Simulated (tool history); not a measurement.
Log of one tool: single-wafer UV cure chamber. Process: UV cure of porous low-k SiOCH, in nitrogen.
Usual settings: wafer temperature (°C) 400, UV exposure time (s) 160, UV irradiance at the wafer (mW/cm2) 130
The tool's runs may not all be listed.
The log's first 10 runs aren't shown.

run	hour	wafer temperature (°C)	UV exposure time (s)	UV irradiance at the wafer (mW/cm2)	loss of film thickness in the cure (%)
11	209.5	400	160	130	9.366
12	234.3	405	160	118	8.822
13	267.4	405	160	118	8.939
# hour 285.8: quartz window cleaned
14	291.1	400	100	130	7.357
# hour 373.2: UV bulbs replaced
15	373.7	400	160	130	10.095
16	387.9	400	160	150	10.845
17	414.3	400	100	110	7.633
# hour 447.7: quartz window cleaned
18	448.2	410	160	149	10.905
19	467.6	400	250	130	12.167
20	483.4	400	160	130	10.042

Forecast run 21:
21	518.7	407	245	94	?

Run 21 gave loss of film thickness in the cure (%) 10.458.
Without the tool's hidden state the same run would have given loss of film thickness in the cure (%) 10.749.

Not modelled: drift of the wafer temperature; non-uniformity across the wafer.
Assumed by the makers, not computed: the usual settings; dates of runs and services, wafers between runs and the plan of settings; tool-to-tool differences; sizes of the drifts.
